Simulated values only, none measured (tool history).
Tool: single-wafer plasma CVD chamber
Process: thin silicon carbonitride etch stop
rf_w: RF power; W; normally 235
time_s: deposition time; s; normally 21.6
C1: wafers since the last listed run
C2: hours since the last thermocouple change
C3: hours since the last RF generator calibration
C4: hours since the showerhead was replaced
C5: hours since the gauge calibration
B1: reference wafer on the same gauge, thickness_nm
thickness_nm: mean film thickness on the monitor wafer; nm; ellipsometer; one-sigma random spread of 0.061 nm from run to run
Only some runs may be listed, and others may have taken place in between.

{"run": 1, "hour": 0.0, "rf_w": 250, "time_s": 24.0, "C1": 0, "C2": 1308.3, "C3": 503.2, "C4": 2333.2, "C5": 2709.2, "B1": 16.781, "thickness_nm": 15.952}
{"run": 2, "hour": 98.0, "rf_w": 235, "time_s": 21.6, "C1": 1763, "C2": 1406.3, "C3": 601.2, "C4": 2431.2, "C5": 2807.2, "B1": 16.786, "thickness_nm": 14.115}
{"run": 3, "hour": 194.5, "rf_w": 235, "time_s": 21.6, "C1": 1736, "C2": 1502.8, "C3": 697.7, "C4": 2527.7, "C5": 2903.7, "B1": 16.769, "thickness_nm": 14.056}
{"run": 4, "hour": 252.2, "rf_w": 235, "time_s": 23.9, "C1": 1038, "C2": 1560.5, "C3": 755.4, "C4": 2585.4, "C5": 2961.4, "B1": 16.796, "thickness_nm": 15.554}
{"run": 5, "hour": 358.7, "rf_w": 235, "time_s": 23.9, "C1": 1916, "C2": 1667.0, "C3": 861.9, "C4": 2691.9, "C5": 3067.9, "B1": 16.797, "thickness_nm": 15.581}
{"run": 6, "hour": 432.9, "rf_w": 235, "time_s": 21.6, "C1": 1335, "C2": 1741.2, "C3": 936.1, "C4": 2766.1, "C5": 3142.1, "B1": 16.793, "thickness_nm": 14.112}
{"run": 7, "hour": 558.4, "rf_w": 235, "time_s": 21.6, "C1": 2258, "C2": 1866.7, "C3": 1061.6, "C4": 2891.6, "C5": 3267.6, "B1": 16.817, "thickness_nm": 14.052}
{"run": 8, "hour": 648.9, "rf_w": 235, "time_s": 21.6, "C1": 1628, "C2": 1957.2, "C3": 1152.1, "C4": 2982.1, "C5": 3358.1, "B1": 16.805, "thickness_nm": 14.005}
{"run": 9, "hour": 752.1, "rf_w": 250, "time_s": 21.6, "C1": 1856, "C2": 2060.4, "C3": 1255.3, "C4": 3085.3, "C5": 3461.3, "B1": 16.803, "thickness_nm": 14.197}
{"run": 10, "hour": 791.2, "rf_w": 250, "time_s": 21.6, "C1": 703, "C2": 2099.5, "C3": 1294.4, "C4": 3124.4, "C5": 3500.4, "B1": 16.797, "thickness_nm": 14.254}
{"run": 11, "hour": 854.0, "rf_w": 260, "time_s": 21.6, "C1": 1129, "C2": 2162.3, "C3": 1357.2, "C4": 3187.2, "C5": 3563.2, "B1": 16.797, "thickness_nm": 14.345}
{"run": 12, "hour": 894.3, "rf_w": 235, "time_s": 21.6, "C1": 725, "C2": 2202.6, "C3": 1397.5, "C4": 3227.5, "C5": 3603.5, "B1": 16.775, "thickness_nm": 14.059}
{"hour": 999.8, "done": "showerhead replaced"}
{"run": 13, "hour": 1001.9, "rf_w": 235, "time_s": 21.6, "C1": 1792, "C2": 2310.2, "C3": 1505.1, "C4": 2.1, "C5": 3711.1, "B1": 16.763, "thickness_nm": 13.96}
{"run": 14, "hour": 1042.7, "rf_w": 210, "time_s": 21.6, "C1": 734, "C2": 2351.0, "C3": 1545.9, "C4": 42.9, "C5": 3751.9, "B1": 16.802, "thickness_nm": 13.701}
{"run": 15, "hour": 1138.7, "rf_w": 280, "time_s": 24.9, "C1": 1727, "C2": 2447.0, "C3": 1641.9, "C4": 138.9, "C5": 3847.9, "B1": 16.821, "thickness_nm": 16.849}
{"hour": 1252.9, "done": "RF generator calibrated"}
{"run": 16, "hour": 1414.3, "rf_w": 250, "time_s": 21.6, "C1": 4814, "C2": 2722.6, "C3": 161.4, "C4": 414.5, "C5": 4123.5, "B1": 16.803, "thickness_nm": 14.273}
{"hour": 1454.0, "done": "thermocouple changed; heater temperature recalibrated"}
{"run": 17, "hour": 1480.3, "rf_w": 215, "time_s": 25.4, "C1": 1043, "C2": 26.3, "C3": 227.4, "C4": 480.5, "C5": 4189.5, "B1": 16.801, "thickness_nm": 16.258}
{"run": 18, "hour": 1559.7, "rf_w": 250, "time_s": 21.6, "C1": 1428, "C2": 105.7, "C3": 306.8, "C4": 559.9, "C5": 4268.9, "B1": 16.773, "thickness_nm": 14.369}
{"run": 19, "hour": 1604.1, "rf_w": 235, "time_s": 21.6, "C1": 798, "C2": 150.1, "C3": 351.2, "C4": 604.3, "C5": 4313.3, "B1": 16.785, "thickness_nm": 14.148}
{"hour": 1670.0, "done": "gauge calibrated"}
{"run": 20, "hour": 1680.0, "rf_w": 250, "time_s": 19.4, "C1": 1365, "C2": 226.0, "C3": 427.1, "C4": 680.2, "C5": 10.0, "B1": 16.792, "thickness_nm": 12.892}
{"run": 21, "hour": 1781.9, "rf_w": 275, "time_s": 22.9, "C1": 1833, "C2": 327.9, "C3": 529.0, "C4": 782.1, "C5": 111.9, "B1": 16.814, "thickness_nm": 15.521}
{"run": 22, "hour": 1863.3, "rf_w": 210, "time_s": 23.7, "C1": 1464, "C2": 409.3, "C3": 610.4, "C4": 863.5, "C5": 193.3, "B1": 16.772, "thickness_nm": 15.136}
{"run": 23, "hour": 1938.9, "rf_w": 220, "time_s": 24.1, "C1": 1360, "C2": 484.9, "C3": 686.0, "C4": 939.1, "C5": 268.9, "B1": 16.787, "thickness_nm": 15.491}
{"run": 24, "hour": 2033.9, "rf_w": 265, "time_s": 24.7, "C1": 1709, "C2": 579.9, "C3": 781.0, "C4": 1034.1, "C5": 363.9, "B1": 16.821, "thickness_nm": 16.707}
{"run": 25, "hour": 2263.5, "rf_w": 235, "time_s": 21.6, "C1": 4131, "C2": 809.5, "C3": 1010.6, "C4": 1263.7, "C5": 593.5, "B1": 16.793, "thickness_nm": 14.083}
{"run": 26, "hour": 2365.2, "rf_w": 215, "time_s": 19.0, "C1": 1829, "C2": 911.2, "C3": 1112.3, "C4": 1365.4, "C5": 695.2, "B1": 16.782, "thickness_nm": 12.081}
{"run": 27, "hour": 2461.4, "rf_w": 235, "time_s": 24.0, "C1": 1730, "C2": 1007.4, "C3": 1208.5, "C4": 1461.6, "C5": 791.4, "B1": 16.795, "thickness_nm": 15.65}
{"run": 28, "hour": 2513.1, "rf_w": 265, "time_s": 21.6, "C1": 930, "C2": 1059.1, "C3": 1260.2, "C4": 1513.3, "C5": 843.1, "B1": 16.81, "thickness_nm": 14.412}
{"run": 29, "hour": 2597.0, "rf_w": 280, "time_s": 25.2, "C1": 1509, "C2": 1143.0, "C3": 1344.1, "C4": 1597.2, "C5": 927.0, "B1": 16.819, "thickness_nm": 17.038}
{"run": 30, "hour": 2746.4, "rf_w": 205, "time_s": 17.3, "C1": 2688, "C2": 1292.4, "C3": 1493.5, "C4": 1746.6, "C5": 1076.4, "B1": 16.795, "thickness_nm": 10.781}
{"run": 31, "hour": 2783.6, "rf_w": 205, "time_s": 25.9, "C1": 669, "C2": 1329.6, "C3": 1530.7, "C4": 1783.8, "C5": 1113.6, "B1": 16.792, "thickness_nm": 16.258}
{"run": 32, "hour": 2837.0, "rf_w": 200, "time_s": 21.6, "C1": 960, "C2": 1383.0, "C3": 1584.1, "C4": 1837.2, "C5": 1167.0, "B1": 16.81, "thickness_nm": 13.317}
{"hour": 2873.3, "done": "RF generator calibrated"}
{"run": 33, "hour": 2877.6, "rf_w": 250, "time_s": 24.0, "C1": 586, "C2": 1423.6, "C3": 4.3, "C4": 1877.8, "C5": 1207.6, "B1": 16.789, "thickness_nm": 16.077}
{"run": 34, "hour": 2973.2, "rf_w": 270, "time_s": 19.3, "C1": 1720, "C2": 1519.2, "C3": 99.9, "C4": 1973.4, "C5": 1303.2, "B1": 16.806, "thickness_nm": 13.181}

Predict each of these 5 candidate next runs independently; none follows another, all start after run 34:
{"run": "A", "hour": 2973.6, "rf_w": 220, "time_s": 21.6, "C1": 7, "C2": 1519.6, "C3": 100.3, "C4": 1973.8, "C5": 1303.6, "B1": "?", "thickness_nm": "?"}
{"run": "B", "hour": 2973.6, "rf_w": 245, "time_s": 23.0, "C1": 7, "C2": 1519.6, "C3": 100.3, "C4": 1973.8, "C5": 1303.6, "B1": "?", "thickness_nm": "?"}
{"run": "C", "hour": 2973.6, "rf_w": 270, "time_s": 23.2, "C1": 7, "C2": 1519.6, "C3": 100.3, "C4": 1973.8, "C5": 1303.6, "B1": "?", "thickness_nm": "?"}
{"run": "D", "hour": 2973.6, "rf_w": 255, "time_s": 25.4, "C1": 7, "C2": 1519.6, "C3": 100.3, "C4": 1973.8, "C5": 1303.6, "B1": "?", "thickness_nm": "?"}
{"run": "E", "hour": 2973.6, "rf_w": 215, "time_s": 23.7, "C1": 7, "C2": 1519.6, "C3": 100.3, "C4": 1973.8, "C5": 1303.6, "B1": "?", "thickness_nm": "?"}

run=A B1=16.828 thickness_nm=13.908
run=B B1=16.828 thickness_nm=15.237
run=C B1=16.828 thickness_nm=15.775
run=D B1=16.828 thickness_nm=17.008
run=E B1=16.828 thickness_nm=15.168
The same runs, with their run-to-run variation unchanged, on a tool lacking any hidden condition would have given:
run=A thickness_nm=13.936
run=B thickness_nm=15.268
run=C thickness_nm=15.807
run=D thickness_nm=17.043
run=E thickness_nm=15.199
